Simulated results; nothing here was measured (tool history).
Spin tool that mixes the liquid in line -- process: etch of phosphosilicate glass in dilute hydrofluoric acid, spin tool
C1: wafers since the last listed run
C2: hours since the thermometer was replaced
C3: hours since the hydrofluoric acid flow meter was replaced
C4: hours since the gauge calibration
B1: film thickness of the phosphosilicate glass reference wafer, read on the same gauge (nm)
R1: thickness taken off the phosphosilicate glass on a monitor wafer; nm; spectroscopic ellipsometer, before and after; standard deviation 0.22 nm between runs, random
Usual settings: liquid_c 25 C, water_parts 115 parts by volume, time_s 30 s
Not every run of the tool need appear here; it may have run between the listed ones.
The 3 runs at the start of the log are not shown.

run 4 hour=330.5 | liquid_c=25 water_parts=115 time_s=30 | C1=788 C2=604 C3=463.3 C4=826 | B1=60.01 | R1=30.45
run 5 hour=433.6 | liquid_c=25 water_parts=115 time_s=30 | C1=881 C2=707.1 C3=566.4 C4=929.1 | B1=60 | R1=30.62
run 6 hour=535.1 | liquid_c=25 water_parts=115 time_s=30 | C1=867 C2=808.6 C3=667.9 C4=1030.6 | B1=59.99 | R1=30.63
-- hour=536.1 thermometer replaced
run 7 hour=621.6 | liquid_c=25 water_parts=115 time_s=30 | C1=730 C2=85.5 C3=754.4 C4=1117.1 | B1=60.01 | R1=30.53
run 8 hour=688.5 | liquid_c=25 water_parts=115 time_s=30 | C1=571 C2=152.4 C3=821.3 C4=1184 | B1=59.99 | R1=30.8
run 9 hour=733.2 | liquid_c=25 water_parts=150 time_s=30 | C1=381 C2=197.1 C3=866 C4=1228.7 | B1=59.99 | R1=22.84
run 10 hour=1039.2 | liquid_c=25 water_parts=150 time_s=30 | C1=2614 C2=503.1 C3=1172 C4=1534.7 | B1=59.97 | R1=22.85
-- hour=1056.5 hydrofluoric acid flow meter replaced
run 11 hour=1136.2 | liquid_c=25 water_parts=150 time_s=30 | C1=820 C2=600.1 C3=79.7 C4=1631.7 | B1=59.95 | R1=22.18
run 12 hour=1175.8 | liquid_c=25 water_parts=85 time_s=30 | C1=338 C2=639.7 C3=119.3 C4=1671.3 | B1=59.99 | R1=41.73
run 13 hour=1218.6 | liquid_c=27 water_parts=145 time_s=30 | C1=365 C2=682.5 C3=162.1 C4=1714.1 | B1=59.99 | R1=25.02
-- hour=1267 thermometer replaced
run 14 hour=1297.2 | liquid_c=25 water_parts=115 time_s=30 | C1=663 C2=30.2 C3=240.7 C4=1792.7 | B1=59.98 | R1=30.27
-- hour=1359 gauge calibrated
run 15 hour=1390 | liquid_c=25 water_parts=115 time_s=30 | C1=792 C2=123 C3=333.5 C4=31 | B1=60 | R1=30.04
run 16 hour=1487.9 | liquid_c=21 water_parts=115 time_s=30 | C1=836 C2=220.9 C3=431.4 C4=128.9 | B1=60.03 | R1=25.87
run 17 hour=1527.2 | liquid_c=25 water_parts=70 time_s=40 | C1=335 C2=260.2 C3=470.7 C4=168.2 | B1=59.96 | R1=70.99
run 18 hour=1610.4 | liquid_c=22 water_parts=155 time_s=40 | C1=710 C2=343.4 C3=553.9 C4=251.4 | B1=60.01 | R1=25.61
run 19 hour=1697.4 | liquid_c=25 water_parts=115 time_s=30 | C1=743 C2=430.4 C3=640.9 C4=338.4 | B1=59.99 | R1=30.82
run 20 hour=1789.4 | liquid_c=28 water_parts=155 time_s=30 | C1=786 C2=522.4 C3=732.9 C4=430.4 | B1=60.04 | R1=24.23
run 21 hour=1848.8 | liquid_c=22.5 water_parts=115 time_s=40 | C1=507 C2=581.8 C3=792.3 C4=489.8 | B1=59.97 | R1=37.95
run 22 hour=1886.6 | liquid_c=25 water_parts=115 time_s=30 | C1=323 C2=619.6 C3=830.1 C4=527.6 | B1=60 | R1=31.07

What will run 23 give?
run 23 hour=1926.1 | liquid_c=25 water_parts=115 time_s=25 | C1=337 C2=659.1 C3=869.6 C4=567.1 | B1=? | R1=?

{"run 23": {"B1": 60.01, "R1": 26.07}}
With the hidden condition absent and the run-to-run variation left alone, this run would have shown R1 24.97 nm.
